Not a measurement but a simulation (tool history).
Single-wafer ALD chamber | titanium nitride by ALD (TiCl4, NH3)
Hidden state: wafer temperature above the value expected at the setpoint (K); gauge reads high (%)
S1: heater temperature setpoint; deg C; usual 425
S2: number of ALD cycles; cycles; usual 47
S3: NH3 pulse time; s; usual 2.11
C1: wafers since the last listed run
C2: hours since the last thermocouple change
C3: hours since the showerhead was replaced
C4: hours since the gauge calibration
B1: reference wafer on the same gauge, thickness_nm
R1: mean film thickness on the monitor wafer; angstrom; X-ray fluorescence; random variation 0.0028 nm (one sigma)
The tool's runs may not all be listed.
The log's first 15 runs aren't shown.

| run | hour | S1 | S2 | S3 | C1 | C2 | C3 | C4 | B1 | R1 |
|---|---|---|---|---|---|---|---|---|---|---|
| 16 | 269.9 | 425 | 47 | 2.11 | 40 | 65.3 | 94.1 | 54.5 | 1.094 | 11.15 |
| 17 | 285.4 | 425 | 47 | 2.11 | 99 | 80.8 | 109.6 | 70.0 | 1.093 | 11.13 |
| 18 | 293.2 | 425 | 47 | 2.11 | 50 | 88.6 | 117.4 | 77.8 | 1.093 | 11.15 |
| 19 | 309.2 | 425 | 52 | 1.71 | 102 | 104.6 | 133.4 | 93.8 | 1.092 | 12.18 |
| 20 | 324.8 | 425 | 47 | 2.11 | 100 | 120.2 | 149.0 | 109.4 | 1.091 | 11.11 |
| 21 | 336.8 | 433 | 47 | 2.11 | 77 | 132.2 | 161.0 | 121.4 | 1.089 | 11.11 |
| 22 | 348.9 | 425 | 42 | 2.11 | 77 | 144.3 | 173.1 | 133.5 | 1.091 | 9.85 |
| 23 | 355.2 | 425 | 47 | 2.11 | 40 | 150.6 | 179.4 | 139.8 | 1.090 | 11.14 |
| 24 | 363.2 | 431 | 56 | 1.71 | 51 | 158.6 | 187.4 | 147.8 | 1.091 | 13.12 |
| 25 | 377.8 | 425 | 52 | 1.71 | 93 | 173.2 | 202.0 | 162.4 | 1.089 | 12.14 |
| 26 | 387.0 | 425 | 53 | 2.34 | 59 | 182.4 | 211.2 | 171.6 | 1.091 | 12.58 |
| 27 | 395.9 | 412 | 54 | 1.28 | 57 | 191.3 | 220.1 | 180.5 | 1.089 | 12.36 |
| 28 | 434.7 | 425 | 52 | 1.71 | 249 | 230.1 | 258.9 | 219.3 | 1.089 | 12.15 |
| 29 | 441.5 | 425 | 56 | 1.77 | 43 | 236.9 | 265.7 | 226.1 | 1.091 | 13.13 |
|  | 451.7 | gauge calibrated |
| 30 | 451.8 | 435 | 47 | 2.11 | 66 | 247.2 | 276.0 | 0.1 | 1.104 | 11.24 |
| 31 | 460.4 | 425 | 47 | 2.34 | 55 | 255.8 | 284.6 | 8.7 | 1.103 | 11.22 |
| 32 | 467.8 | 439 | 54 | 2.86 | 47 | 263.2 | 292.0 | 16.1 | 1.101 | 12.92 |
| 33 | 483.9 | 425 | 47 | 2.11 | 103 | 279.3 | 308.1 | 32.2 | 1.100 | 11.14 |
| 34 | 495.3 | 432 | 54 | 1.88 | 73 | 290.7 | 319.5 | 43.6 | 1.098 | 12.76 |
| 35 | 512.7 | 436 | 47 | 1.80 | 111 | 308.1 | 336.9 | 61.0 | 1.097 | 11.10 |
| 36 | 522.1 | 425 | 47 | 2.11 | 60 | 317.5 | 346.3 | 70.4 | 1.096 | 11.09 |

3 ways to go on from here, each from the tool as it stands after run 36. What would each give?
| A | 522.6 | 425 | 47 | 2.11 | 3 | 318.0 | 346.8 | 70.9 | ? | ? |
| B | 522.6 | 419 | 47 | 1.43 | 3 | 318.0 | 346.8 | 70.9 | ? | ? |
| C | 522.6 | 440 | 41 | 2.44 | 3 | 318.0 | 346.8 | 70.9 | ? | ? |

| run | B1 | R1 |
|---|---|---|
| A | 1.097 | 11.15 |
| B | 1.097 | 10.98 |
| C | 1.097 | 9.76 |
Without the tool's hidden state the same runs would have given:
| run | R1 |
|---|---|
| A | 11.18 |
| B | 11.00 |
| C | 9.78 |

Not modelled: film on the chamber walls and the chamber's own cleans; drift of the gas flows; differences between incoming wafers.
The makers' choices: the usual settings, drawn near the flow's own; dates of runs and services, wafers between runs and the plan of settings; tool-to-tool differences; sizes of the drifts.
